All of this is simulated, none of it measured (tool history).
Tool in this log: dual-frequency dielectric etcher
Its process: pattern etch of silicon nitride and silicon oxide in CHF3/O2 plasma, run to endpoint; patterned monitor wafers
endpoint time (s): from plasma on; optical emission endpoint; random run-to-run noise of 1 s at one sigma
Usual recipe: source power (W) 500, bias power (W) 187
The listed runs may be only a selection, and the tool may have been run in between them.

run    hour  source power (W)  bias power (W)  wafers since the last listed run  hours since the last wet clean  hours since the last source power generator calibration  hours since the last bias power generator calibration  hours since the last upper electrode change  incoming incoming film thickness, nm  endpoint time (s)
  1     0.0               430             159                                 0                           791.0                                                   3244.9                                                  329.6                                       2102.8                                 297.0              254.8
  2    37.2               430             159                               212                           828.2                                                   3282.1                                                  366.8                                       2140.0                                 295.1              254.5
       79.8  -- wet clean of the chamber
  3   140.9               570             187                               456                            61.1                                                   3385.8                                                  470.5                                       2243.7                                 297.4              199.0
  4   224.0               570             187                               475                           144.2                                                   3468.9                                                  553.6                                       2326.8                                 297.4              199.6
  5   269.7               500             187                               261                           189.9                                                   3514.6                                                  599.3                                       2372.5                                 295.3              211.9
  6   321.7               500             187                               297                           241.9                                                   3566.6                                                  651.3                                       2424.5                                 299.8              216.4
  7   420.6               500             187                               566                           340.8                                                   3665.5                                                  750.2                                       2523.4                                 296.6              213.5
  8   458.8               500             155                               218                           379.0                                                   3703.7                                                  788.4                                       2561.6                                 296.8              233.5
  9   501.2               500             155                               242                           421.4                                                   3746.1                                                  830.8                                       2604.0                                 301.8              238.7
      741.6  -- wet clean of the chamber
 10   753.4               500             155                              1306                            11.8                                                   3998.3                                                 1083.0                                       2856.2                                 301.8              228.9
 11   808.4               500             187                               314                            66.8                                                   4053.3                                                 1138.0                                       2911.2                                 296.0              206.6
 12   848.0               500             187                               226                           106.4                                                   4092.9                                                 1177.6                                       2950.8                                 297.3              205.8
 13   927.6               500             187                               455                           186.0                                                   4172.5                                                 1257.2                                       3030.4                                 298.5              209.8
 14  1027.9               430             159                               574                           286.3                                                   4272.8                                                 1357.5                                       3130.7                                 297.8              242.7
 15  1065.6               420             147                               215                           324.0                                                   4310.5                                                 1395.2                                       3168.4                                 298.4              257.4
 16  1170.2               410             187                               598                           428.6                                                   4415.1                                                 1499.8                                       3273.0                                 297.0              230.6
 17  1239.9               600             187                               399                           498.3                                                   4484.8                                                 1569.5                                       3342.7                                 298.9              195.8
 18  1327.7               570             175                               502                           586.1                                                   4572.6                                                 1657.3                                       3430.5                                 293.6              205.5
 19  1364.5               410             200                               210                           622.9                                                   4609.4                                                 1694.1                                       3467.3                                 297.9              226.3
     1386.9  -- source power generator calibrated
     1413.3  -- bias power generator calibrated
 20  1440.5               590             187                               389                           698.9                                                     53.6                                                   27.2                                       3543.3                                 297.8              202.8
 21  1537.5               600             165                               555                           795.9                                                    150.6                                                  124.2                                       3640.3                                 295.7              214.9
     1593.5  -- wet clean of the chamber
 22  1729.6               420             203                               962                           136.1                                                    342.7                                                  316.3                                       3832.4                                 300.7              223.5
     1933.2  -- upper electrode replaced
 23  2033.9               380             187                              1604                           440.4                                                    647.0                                                  620.6                                        100.7                                 297.4              244.6
 24  2104.9               500             164                               406                           511.4                                                    718.0                                                  691.6                                        171.7                                 301.2              233.5
 25  2190.3               610             211                               488                           596.8                                                    803.4                                                  777.0                                        257.1                                 296.9              189.7
     2330.3  -- wet clean of the chamber
 26  2474.9               550             207                              1491                           144.6                                                   1088.0                                                 1061.6                                        541.7                                 296.5              195.3
 27  2542.1               420             203                               384                           211.8                                                   1155.2                                                 1128.8                                        608.9                                 295.8              219.6
 28  2603.9               500             187                               353                           273.6                                                   1217.0                                                 1190.6                                        670.7                                 297.5              215.5
 29  2656.3               450             187                               299                           326.0                                                   1269.4                                                 1243.0                                        723.1                                 297.8              226.7
 30  2732.8               430             187                               437                           402.5                                                   1345.9                                                 1319.5                                        799.6                                 296.9              230.3
 31  2802.3               550             207                               397                           472.0                                                   1415.4                                                 1389.0                                        869.1                                 295.1              195.5
 32  2841.7               470             205                               225                           511.4                                                   1454.8                                                 1428.4                                        908.5                                 300.4              216.4
 33  2901.2               390             212                               340                           570.9                                                   1514.3                                                 1487.9                                        968.0                                 300.4              231.9
 34  2957.7               450             142                               323                           627.4                                                   1570.8                                                 1544.4                                       1024.5                                 295.4              260.0
 35  3010.7               550             142                               303                           680.4                                                   1623.8                                                 1597.4                                       1077.5                                 296.4              237.9
     3064.4  -- wet clean of the chamber
 36  3116.6               570             175                               468                            52.2                                                   1729.7                                                 1703.3                                       1183.4                                 295.7              206.4

Each row is a separate what-if for the run after 36, all from the same tool condition, not one after another. Results?
  A  3117.1               390             187                                 2                            52.7                                                   1730.2                                                 1703.8                                       1183.9                                 301.1                  ?
  B  3117.1               590             205                                 2                            52.7                                                   1730.2                                                 1703.8                                       1183.9                                 301.1                  ?
  C  3117.1               440             221                                 2                            52.7                                                   1730.2                                                 1703.8                                       1183.9                                 301.1                  ?

run  endpoint time (s)
  A              239.5
  B              190.7
  C              209.6
What these runs would have given with no unlogged condition in the tool:
run  endpoint time (s)
  A              239.8
  B              191.0
  C              209.9
